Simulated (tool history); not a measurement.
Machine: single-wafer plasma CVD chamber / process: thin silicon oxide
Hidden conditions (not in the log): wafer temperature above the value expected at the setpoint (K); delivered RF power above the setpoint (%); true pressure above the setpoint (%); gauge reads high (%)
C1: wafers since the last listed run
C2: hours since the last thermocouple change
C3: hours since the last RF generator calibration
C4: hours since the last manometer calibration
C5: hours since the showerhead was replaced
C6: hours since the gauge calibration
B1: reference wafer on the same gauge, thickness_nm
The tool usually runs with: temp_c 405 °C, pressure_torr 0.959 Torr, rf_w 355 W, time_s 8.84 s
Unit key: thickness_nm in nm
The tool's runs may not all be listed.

Run 1, hour 0: usual settings; C1 0; C2 1047.8; C3 1254.8; C4 320.4; C5 5180.6; C6 323.7; B1 19.623. Result: thickness_nm 18.921 nm.
Run 2, hour 76.6: usual settings but time_s 9.23 s; C1 2244; C2 1124.4; C3 1331.4; C4 397; C5 5257.2; C6 400.3; B1 19.591. Result: thickness_nm 19.778 nm.
Run 3, hour 124.3: usual settings but time_s 9.23 s; C1 1397; C2 1172.1; C3 1379.1; C4 444.7; C5 5304.9; C6 448; B1 19.582. Result: thickness_nm 19.744 nm.
Run 4, hour 169.4: usual settings but time_s 9.23 s; C1 1321; C2 1217.2; C3 1424.2; C4 489.8; C5 5350; C6 493.1; B1 19.616. Result: thickness_nm 19.784 nm.
Run 5, hour 265.7: usual settings; C1 2821; C2 1313.5; C3 1520.5; C4 586.1; C5 5446.3; C6 589.4; B1 19.554. Result: thickness_nm 18.919 nm.
Run 6, hour 357.2: usual settings; C1 2680; C2 1405; C3 1612; C4 677.6; C5 5537.8; C6 680.9; B1 19.57. Result: thickness_nm 18.897 nm.
Run 7, hour 443.4: usual settings; C1 2525; C2 1491.2; C3 1698.2; C4 763.8; C5 5624; C6 767.1; B1 19.597. Result: thickness_nm 19.009 nm.
Run 8, hour 510.3: usual settings; C1 1959; C2 1558.1; C3 1765.1; C4 830.7; C5 5690.9; C6 834; B1 19.63. Result: thickness_nm 18.905 nm.
Run 9, hour 554.3: usual settings; C1 1289; C2 1602.1; C3 1809.1; C4 874.7; C5 5734.9; C6 878; B1 19.632. Result: thickness_nm 18.916 nm.
At hour 586.4: thermocouple changed; heater temperature recalibrated.
Run 10, hour 611.1: usual settings; C1 1429; C2 24.7; C3 1865.9; C4 931.5; C5 5791.7; C6 934.8; B1 19.59. Result: thickness_nm 18.9 nm.
Run 11, hour 713.7: usual settings; C1 3005; C2 127.3; C3 1968.5; C4 1034.1; C5 5894.3; C6 1037.4; B1 19.564. Result: thickness_nm 18.903 nm.
At hour 808.9: capacitance manometer re-zeroed and calibrated.
Run 12, hour 809.4: usual settings but temp_c 411 °C; C1 2569; C2 223; C3 2064.2; C4 0.5; C5 5990; C6 1133.1; B1 19.631. Result: thickness_nm 19.004 nm.
Run 13, hour 853.8: usual settings but temp_c 411 °C; C1 1300; C2 267.4; C3 2108.6; C4 44.9; C5 6034.4; C6 1177.5; B1 19.588. Result: thickness_nm 18.844 nm.
Run 14, hour 893.9: usual settings but temp_c 412 °C; C1 1174; C2 307.5; C3 2148.7; C4 85; C5 6074.5; C6 1217.6; B1 19.627. Result: thickness_nm 18.734 nm.
At hour 943.4: gauge calibrated.
At hour 948.7: RF generator calibrated.
Run 15, hour 975.9: usual settings; C1 2167; C2 389.5; C3 27.2; C4 167; C5 6156.5; C6 32.5; B1 19.634. Result: thickness_nm 19.071 nm.
Run 16, hour 1022.4: usual settings but temp_c 411 °C, pressure_torr 1.154 Torr, rf_w 310 W, time_s 8.37 s; C1 1362; C2 436; C3 73.7; C4 213.5; C5 6203; C6 79; B1 19.605. Result: thickness_nm 19.555 nm.
Run 17, hour 1064.7: usual settings but temp_c 392 °C, pressure_torr 1.109 Torr, rf_w 300 W, time_s 10.4 s; C1 1239; C2 478.3; C3 116; C4 255.8; C5 6245.3; C6 121.3; B1 19.568. Result: thickness_nm 23.849 nm.
Run 18, hour 1167.1: usual settings but temp_c 411 °C, pressure_torr 0.802 Torr, rf_w 380 W, time_s 7.12 s; C1 2999; C2 580.7; C3 218.4; C4 358.2; C5 6347.7; C6 223.7; B1 19.623. Result: thickness_nm 13.159 nm.
Run 19, hour 1232.1: usual settings but pressure_torr 1.051 Torr; C1 1904; C2 645.7; C3 283.4; C4 423.2; C5 6412.7; C6 288.7; B1 19.601. Result: thickness_nm 20.295 nm.
At hour 1284.7: showerhead replaced.
Run 20, hour 1304.1: usual settings; C1 1874; C2 717.7; C3 355.4; C4 495.2; C5 19.4; C6 360.7; B1 19.578. Result: thickness_nm 18.787 nm.
Run 21, hour 1388.9: usual settings but temp_c 397 °C; C1 2484; C2 802.5; C3 440.2; C4 580; C5 104.2; C6 445.5; B1 19.6. Result: thickness_nm 19.148 nm.
Run 22, hour 1456.2: usual settings; C1 1971; C2 869.8; C3 507.5; C4 647.3; C5 171.5; C6 512.8; B1 19.629. Result: thickness_nm 18.93 nm.
Run 23, hour 1515.5: usual settings; C1 1737; C2 929.1; C3 566.8; C4 706.6; C5 230.8; C6 572.1; B1 19.566. Result: thickness_nm 19.019 nm.
Run 24, hour 1613: usual settings but temp_c 419 °C, pressure_torr 1.106 Torr, time_s 10.19 s; C1 2856; C2 1026.6; C3 664.3; C4 804.1; C5 328.3; C6 669.6; B1 19.589. Result: thickness_nm 23.893 nm.
Run 25, hour 1656.1: usual settings but pressure_torr 0.893 Torr; C1 1262; C2 1069.7; C3 707.4; C4 847.2; C5 371.4; C6 712.7; B1 19.644. Result: thickness_nm 17.776 nm.
Run 26, hour 1757.7: usual settings; C1 2976; C2 1171.3; C3 809; C4 948.8; C5 473; C6 814.3; B1 19.575. Result: thickness_nm 18.992 nm.

What differs in the tool's unlogged condition from the final listed run ahead of each entry between runs to the first listed run following it?
Between runs 9 and 10: thermocouple changed; heater temperature recalibrated (hour 586.4)
  no difference in the tool's unlogged condition between these two runs
Between runs 11 and 12: capacitance manometer re-zeroed and calibrated (hour 808.9)
  no difference in the tool's unlogged condition between these two runs
Between runs 14 and 15: gauge calibrated (hour 943.4); RF generator calibrated (hour 948.7)
  no difference in the tool's unlogged condition between these two runs
Between runs 19 and 20: showerhead replaced (hour 1284.7)
  no difference in the tool's unlogged condition between these two runs
